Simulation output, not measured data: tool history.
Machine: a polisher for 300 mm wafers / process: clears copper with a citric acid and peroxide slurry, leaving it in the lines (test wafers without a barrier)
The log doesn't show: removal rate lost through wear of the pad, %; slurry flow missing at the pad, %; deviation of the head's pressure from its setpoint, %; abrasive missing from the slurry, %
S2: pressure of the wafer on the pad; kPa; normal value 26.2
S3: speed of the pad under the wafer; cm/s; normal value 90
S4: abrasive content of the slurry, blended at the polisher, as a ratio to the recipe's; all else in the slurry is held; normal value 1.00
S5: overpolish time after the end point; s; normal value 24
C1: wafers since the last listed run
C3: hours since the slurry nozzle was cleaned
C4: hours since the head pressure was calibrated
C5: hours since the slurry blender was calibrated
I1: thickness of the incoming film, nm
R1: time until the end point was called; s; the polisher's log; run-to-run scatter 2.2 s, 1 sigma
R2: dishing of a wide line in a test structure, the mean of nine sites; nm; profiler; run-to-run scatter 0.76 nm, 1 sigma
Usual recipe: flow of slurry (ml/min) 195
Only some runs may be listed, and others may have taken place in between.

run 1 hour=0.0 | flow_of_slurry_(ml/min)=195 S2=26.2 S3=90 S4=1.00 S5=24 | C1=0 wafers_polished_on_this_pad=806 C3=440.2 C4=187.1 C5=30.9 | I1=287.3 | R1=131.5 R2=36.9
run 2 hour=63.0 | flow_of_slurry_(ml/min)=195 S2=26.2 S3=90 S4=1.00 S5=28 | C1=313 wafers_polished_on_this_pad=1119 C3=503.2 C4=250.1 C5=93.9 | I1=281.3 | R1=132.6 R2=40.2
run 3 hour=116.6 | flow_of_slurry_(ml/min)=195 S2=26.2 S3=90 S4=1.00 S5=28 | C1=266 wafers_polished_on_this_pad=1386 C3=556.8 C4=303.7 C5=147.5 | I1=287.2 | R1=141.3 R2=39.6
-- hour=120.7 worn pad replaced by a new one
-- hour=140.1 slurry nozzle cleaned
run 4 hour=173.4 | flow_of_slurry_(ml/min)=195 S2=26.2 S3=90 S4=1.00 S5=28 | C1=257 wafers_polished_on_this_pad=256 C3=33.3 C4=360.5 C5=204.3 | I1=284.4 | R1=140.6 R2=39.1
run 5 hour=213.4 | flow_of_slurry_(ml/min)=195 S2=26.2 S3=90 S4=1.00 S5=24 | C1=198 wafers_polished_on_this_pad=455 C3=73.3 C4=400.5 C5=244.3 | I1=285.7 | R1=146.4 R2=33.3
-- hour=239.5 slurry blender recalibrated
run 6 hour=264.6 | flow_of_slurry_(ml/min)=195 S2=26.2 S3=90 S4=1.00 S5=24 | C1=244 wafers_polished_on_this_pad=700 C3=124.5 C4=451.7 C5=25.1 | I1=288.3 | R1=134.5 R2=36.6
run 7 hour=372.2 | flow_of_slurry_(ml/min)=195 S2=26.2 S3=90 S4=1.00 S5=24 | C1=535 wafers_polished_on_this_pad=1235 C3=232.1 C4=559.3 C5=132.7 | I1=280.1 | R1=129.1 R2=36.6
-- hour=386.5 worn pad replaced by a new one
run 8 hour=422.3 | flow_of_slurry_(ml/min)=195 S2=26.2 S3=90 S4=1.00 S5=24 | C1=229 wafers_polished_on_this_pad=177 C3=282.2 C4=609.4 C5=182.8 | I1=285.0 | R1=137.0 R2=35.5
run 9 hour=485.9 | flow_of_slurry_(ml/min)=195 S2=26.2 S3=90 S4=1.00 S5=24 | C1=316 wafers_polished_on_this_pad=494 C3=345.8 C4=673.0 C5=246.4 | I1=287.1 | R1=150.2 R2=34.4
-- hour=535.0 slurry blender recalibrated
run 10 hour=577.2 | flow_of_slurry_(ml/min)=195 S2=26.2 S3=90 S4=1.00 S5=24 | C1=444 wafers_polished_on_this_pad=938 C3=437.1 C4=764.3 C5=42.2 | I1=284.6 | R1=134.2 R2=36.6
run 11 hour=630.7 | flow_of_slurry_(ml/min)=195 S2=26.2 S3=120 S4=1.00 S5=24 | C1=266 wafers_polished_on_this_pad=1204 C3=490.6 C4=817.8 C5=95.7 | I1=282.3 | R1=107.3 R2=41.9
-- hour=637.5 worn pad replaced by a new one
run 12 hour=678.1 | flow_of_slurry_(ml/min)=195 S2=26.2 S3=90 S4=1.00 S5=24 | C1=215 wafers_polished_on_this_pad=201 C3=538.0 C4=865.2 C5=143.1 | I1=288.6 | R1=135.4 R2=35.0
-- hour=680.9 head pressure recalibrated
-- hour=706.9 slurry nozzle cleaned
run 13 hour=723.5 | flow_of_slurry_(ml/min)=195 S2=26.2 S3=90 S4=1.00 S5=24 | C1=210 wafers_polished_on_this_pad=412 C3=16.6 C4=42.6 C5=188.5 | I1=279.8 | R1=143.8 R2=34.4
-- hour=810.5 slurry blender recalibrated
run 14 hour=819.0 | flow_of_slurry_(ml/min)=195 S2=20.7 S3=90 S4=1.00 S5=17 | C1=464 wafers_polished_on_this_pad=877 C3=112.1 C4=138.1 C5=8.5 | I1=281.7 | R1=167.0 R2=23.3
run 15 hour=870.7 | flow_of_slurry_(ml/min)=175 S2=33.1 S3=90 S4=1.00 S5=29 | C1=257 wafers_polished_on_this_pad=1134 C3=163.8 C4=189.8 C5=60.2 | I1=284.9 | R1=104.2 R2=47.0
-- hour=889.5 worn pad replaced by a new one
run 16 hour=937.7 | flow_of_slurry_(ml/min)=215 S2=26.2 S3=90 S4=1.00 S5=24 | C1=313 wafers_polished_on_this_pad=239 C3=230.8 C4=256.8 C5=127.2 | I1=287.9 | R1=133.8 R2=37.0
run 17 hour=1000.0 | flow_of_slurry_(ml/min)=260 S2=31.7 S3=90 S4=1.20 S5=24 | C1=309 wafers_polished_on_this_pad=549 C3=293.1 C4=319.1 C5=189.5 | I1=289.4 | R1=107.8 R2=43.0
-- hour=1069.6 slurry blender recalibrated
run 18 hour=1098.2 | flow_of_slurry_(ml/min)=160 S2=26.2 S3=76 S4=1.00 S5=24 | C1=478 wafers_polished_on_this_pad=1027 C3=391.3 C4=417.3 C5=28.6 | I1=281.5 | R1=147.8 R2=33.6
-- hour=1186.6 worn pad replaced by a new one
run 19 hour=1204.9 | flow_of_slurry_(ml/min)=195 S2=20.0 S3=64 S4=0.90 S5=15 | C1=510 wafers_polished_on_this_pad=90 C3=498.0 C4=524.0 C5=135.3 | I1=281.2 | R1=227.9 R2=15.5
-- hour=1246.8 slurry nozzle cleaned
run 20 hour=1298.1 | flow_of_slurry_(ml/min)=195 S2=26.2 S3=72 S4=1.10 S5=30 | C1=458 wafers_polished_on_this_pad=549 C3=51.3 C4=617.2 C5=228.5 | I1=286.5 | R1=170.1 R2=36.2

What if the next run were any one of these 4? Each begins from the tool's condition after run 20:
run A hour=1298.6 | flow_of_slurry_(ml/min)=195 S2=26.2 S3=90 S4=1.00 S5=24 | C1=2 wafers_polished_on_this_pad=551 C3=51.8 C4=617.7 C5=229.0 | I1=280.2 | R1=? R2=?
run B hour=1298.6 | flow_of_slurry_(ml/min)=195 S2=17.2 S3=90 S4=0.75 S5=20 | C1=2 wafers_polished_on_this_pad=551 C3=51.8 C4=617.7 C5=229.0 | I1=280.2 | R1=? R2=?
run C hour=1298.6 | flow_of_slurry_(ml/min)=195 S2=22.1 S3=90 S4=1.20 S5=24 | C1=2 wafers_polished_on_this_pad=551 C3=51.8 C4=617.7 C5=229.0 | I1=280.2 | R1=? R2=?
run D hour=1298.6 | flow_of_slurry_(ml/min)=220 S2=26.2 S3=90 S4=1.00 S5=24 | C1=2 wafers_polished_on_this_pad=551 C3=51.8 C4=617.7 C5=229.0 | I1=280.2 | R1=? R2=?

run=A R1=142.9 R2=35.2
run=B R1=233.5 R2=20.2
run=C R1=160.7 R2=32.0
run=D R1=140.5 R2=35.6
Without the tool's hidden state the same runs would have given:
run=A R1=127.6 R2=38.3
run=B R1=209.8 R2=22.1
run=C R1=143.1 R2=35.0
run=D R1=125.5 R2=38.7

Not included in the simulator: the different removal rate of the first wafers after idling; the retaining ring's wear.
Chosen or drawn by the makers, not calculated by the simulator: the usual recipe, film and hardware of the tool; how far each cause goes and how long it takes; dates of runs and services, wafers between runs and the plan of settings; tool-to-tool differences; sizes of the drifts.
